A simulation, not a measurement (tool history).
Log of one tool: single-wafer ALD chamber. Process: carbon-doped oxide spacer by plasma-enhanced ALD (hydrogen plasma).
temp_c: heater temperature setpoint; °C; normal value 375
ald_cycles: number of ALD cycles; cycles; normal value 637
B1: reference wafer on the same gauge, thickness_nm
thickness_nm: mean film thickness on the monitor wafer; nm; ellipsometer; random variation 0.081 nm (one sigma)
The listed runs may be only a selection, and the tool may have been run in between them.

{"run": 1, "hour": 0.0, "temp_c": 384, "ald_cycles": 637, "B1": 33.697, "thickness_nm": 32.44}
{"run": 2, "hour": 148.6, "temp_c": 384, "ald_cycles": 637, "B1": 33.699, "thickness_nm": 32.424}
{"run": 3, "hour": 188.8, "temp_c": 375, "ald_cycles": 637, "B1": 33.702, "thickness_nm": 32.449}
{"run": 4, "hour": 273.0, "temp_c": 375, "ald_cycles": 637, "B1": 33.705, "thickness_nm": 32.462}
{"run": 5, "hour": 331.9, "temp_c": 375, "ald_cycles": 637, "B1": 33.695, "thickness_nm": 32.477}
{"run": 6, "hour": 375.8, "temp_c": 375, "ald_cycles": 664, "B1": 33.703, "thickness_nm": 33.71}
{"run": 7, "hour": 456.6, "temp_c": 385, "ald_cycles": 637, "B1": 33.698, "thickness_nm": 32.519}
{"run": 8, "hour": 496.5, "temp_c": 385, "ald_cycles": 637, "B1": 33.712, "thickness_nm": 32.625}
{"run": 9, "hour": 592.0, "temp_c": 385, "ald_cycles": 637, "B1": 33.718, "thickness_nm": 32.458}
{"run": 10, "hour": 668.3, "temp_c": 387, "ald_cycles": 552, "B1": 33.712, "thickness_nm": 28.128}
{"run": 11, "hour": 835.6, "temp_c": 387, "ald_cycles": 552, "B1": 33.708, "thickness_nm": 28.11}
{"run": 12, "hour": 875.6, "temp_c": 387, "ald_cycles": 552, "B1": 33.699, "thickness_nm": 28.144}
{"run": 13, "hour": 943.8, "temp_c": 375, "ald_cycles": 637, "B1": 33.695, "thickness_nm": 32.542}
{"run": 14, "hour": 1022.7, "temp_c": 382, "ald_cycles": 563, "B1": 33.693, "thickness_nm": 28.679}
{"run": 15, "hour": 1073.1, "temp_c": 382, "ald_cycles": 563, "B1": 33.715, "thickness_nm": 28.732}
{"run": 16, "hour": 1180.7, "temp_c": 375, "ald_cycles": 637, "B1": 33.694, "thickness_nm": 32.492}
{"run": 17, "hour": 1271.5, "temp_c": 375, "ald_cycles": 637, "B1": 33.703, "thickness_nm": 32.452}
{"run": 18, "hour": 1365.3, "temp_c": 375, "ald_cycles": 637, "B1": 33.689, "thickness_nm": 32.419}
{"run": 19, "hour": 1466.1, "temp_c": 375, "ald_cycles": 609, "B1": 33.7, "thickness_nm": 30.947}
{"run": 20, "hour": 1573.0, "temp_c": 375, "ald_cycles": 578, "B1": 33.694, "thickness_nm": 29.464}
{"hour": 1757.6, "done": "thermocouple changed; heater temperature recalibrated"}
{"run": 21, "hour": 1875.1, "temp_c": 375, "ald_cycles": 578, "B1": 33.691, "thickness_nm": 29.43}
{"run": 22, "hour": 1956.9, "temp_c": 375, "ald_cycles": 578, "B1": 33.701, "thickness_nm": 29.444}
{"run": 23, "hour": 2226.4, "temp_c": 375, "ald_cycles": 637, "B1": 33.695, "thickness_nm": 32.516}
{"run": 24, "hour": 2301.7, "temp_c": 385, "ald_cycles": 739, "B1": 33.696, "thickness_nm": 37.799}
{"run": 25, "hour": 2355.5, "temp_c": 367, "ald_cycles": 565, "B1": 33.709, "thickness_nm": 28.792}
{"run": 26, "hour": 2398.4, "temp_c": 375, "ald_cycles": 637, "B1": 33.691, "thickness_nm": 32.415}
{"run": 27, "hour": 2461.5, "temp_c": 375, "ald_cycles": 565, "B1": 33.7, "thickness_nm": 28.838}
{"run": 28, "hour": 2501.7, "temp_c": 380, "ald_cycles": 563, "B1": 33.71, "thickness_nm": 28.599}
{"run": 29, "hour": 2547.5, "temp_c": 375, "ald_cycles": 637, "B1": 33.695, "thickness_nm": 32.442}
{"run": 30, "hour": 2610.0, "temp_c": 362, "ald_cycles": 637, "B1": 33.693, "thickness_nm": 32.449}
{"hour": 2630.4, "done": "gauge calibrated"}
{"run": 31, "hour": 2704.7, "temp_c": 385, "ald_cycles": 739, "B1": 33.71, "thickness_nm": 37.593}
{"run": 32, "hour": 2753.6, "temp_c": 389, "ald_cycles": 579, "B1": 33.689, "thickness_nm": 29.553}
{"run": 33, "hour": 2803.3, "temp_c": 384, "ald_cycles": 531, "B1": 33.696, "thickness_nm": 27.188}
{"run": 34, "hour": 2907.7, "temp_c": 380, "ald_cycles": 637, "B1": 33.716, "thickness_nm": 32.405}
{"run": 35, "hour": 2952.5, "temp_c": 363, "ald_cycles": 546, "B1": 33.713, "thickness_nm": 27.907}
{"run": 36, "hour": 3018.6, "temp_c": 386, "ald_cycles": 637, "B1": 33.693, "thickness_nm": 32.39}
{"run": 37, "hour": 3123.0, "temp_c": 362, "ald_cycles": 523, "B1": 33.695, "thickness_nm": 26.747}
{"run": 38, "hour": 3176.1, "temp_c": 375, "ald_cycles": 637, "B1": 33.688, "thickness_nm": 32.418}
{"run": 39, "hour": 3276.1, "temp_c": 367, "ald_cycles": 762, "B1": 33.69, "thickness_nm": 38.792}
{"run": 40, "hour": 3352.5, "temp_c": 364, "ald_cycles": 593, "B1": 33.688, "thickness_nm": 30.248}
{"run": 41, "hour": 3418.6, "temp_c": 383, "ald_cycles": 523, "B1": 33.7, "thickness_nm": 26.779}
{"run": 42, "hour": 3501.1, "temp_c": 375, "ald_cycles": 637, "B1": 33.694, "thickness_nm": 32.401}
{"run": 43, "hour": 3568.9, "temp_c": 366, "ald_cycles": 515, "B1": 33.687, "thickness_nm": 26.119}
{"run": 44, "hour": 3651.0, "temp_c": 375, "ald_cycles": 637, "B1": 33.7, "thickness_nm": 32.518}
{"run": 45, "hour": 3707.3, "temp_c": 375, "ald_cycles": 637, "B1": 33.704, "thickness_nm": 32.492}
{"run": 46, "hour": 3799.0, "temp_c": 361, "ald_cycles": 578, "B1": 33.688, "thickness_nm": 29.481}

Exercise: give the hidden state of the tool at every run:
wafer temperature above the value expected at the setpoint (K): 0 at every run
gauge reads high (%): 0 at every run
